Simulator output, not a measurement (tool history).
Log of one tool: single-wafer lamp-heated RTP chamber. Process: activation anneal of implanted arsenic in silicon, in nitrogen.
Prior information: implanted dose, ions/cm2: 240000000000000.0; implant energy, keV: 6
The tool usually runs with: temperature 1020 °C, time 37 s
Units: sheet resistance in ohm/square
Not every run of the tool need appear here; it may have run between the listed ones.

run,hour,temperature,time,wafers since the last listed run,wafers since the last pyrometer calibration,wafers since the reflector plate was cleaned,hours since the gauge calibration,"read-back reference wafer on the same gauge, sheet resistance",sheet resistance
1,0,1003,50,0,8269,10520,166.9,438.99,419.35
2,25.3,1003,50,274,8543,10795,192.2,439,422.66
# hour 35: pyrometer window cleaned and pyrometer calibrated
3,60.5,1007,37,295,276,11090,227.4,438.91,433.68
4,94.7,1007,37,371,647,11461,261.6,438.84,433.4
5,125.3,1020,24,332,979,11793,292.2,438.67,435.05
6,143.2,1020,24,194,1173,11987,310.1,438.95,435.67
7,165.2,1020,24,238,1412,12226,332.1,438.87,434.24
8,179.7,1020,25,157,1569,12383,346.6,438.97,434.09
9,193.1,1034,48,145,1714,12529,360,439.35,408.34
10,224.6,1020,37,341,2056,12870,391.5,439.41,420.98
11,252.8,1020,37,305,2362,13176,419.7,438.94,422.89
12,276.3,1020,37,254,2617,13431,443.2,439.23,423.59
13,303.7,1020,37,297,2915,13729,470.6,438.96,423
# hour 315: reflector plate cleaned
14,331.1,1039,37,210,3125,174,498,438.65,409.75
15,366.4,1039,37,383,3508,557,533.3,439.24,412.01
16,396.1,1039,37,322,3830,879,563,439.08,412
17,422.3,997,37,284,4115,1164,589.2,438.89,435.05
18,441.7,1045,29,210,4325,1374,608.6,438.9,413.83
# hour 464.8: gauge calibrated
19,468.4,1030,37,289,4615,1664,3.6,438.86,416.59
20,496.9,1020,37,309,4924,1973,32.1,438.78,418.2
21,519.5,990,58,245,5169,2218,54.7,438.58,428.6
22,545.9,1010,37,286,5456,2505,81.1,438.57,424
23,575.2,1047,37,317,5774,2823,110.4,438.92,404.62
24,597.1,1020,37,237,6011,3060,132.3,438.99,418.27
25,619.3,1020,37,240,6252,3301,154.5,439.07,419.86
26,651.9,1020,37,353,6606,3655,187.1,438.98,420.57

What will run 27 give?
# hour 671.2: pyrometer window cleaned and pyrometer calibrated
27,740.2,1049,56,871,748,4526,275.4,?,?

Run 27 yielded read-back reference wafer on the same gauge, sheet resistance 439.23, sheet resistance 397.81 ohm/square.
Were there no unlogged condition in the tool, this run, its random variation unchanged, would have produced sheet resistance 399.05 ohm/square.

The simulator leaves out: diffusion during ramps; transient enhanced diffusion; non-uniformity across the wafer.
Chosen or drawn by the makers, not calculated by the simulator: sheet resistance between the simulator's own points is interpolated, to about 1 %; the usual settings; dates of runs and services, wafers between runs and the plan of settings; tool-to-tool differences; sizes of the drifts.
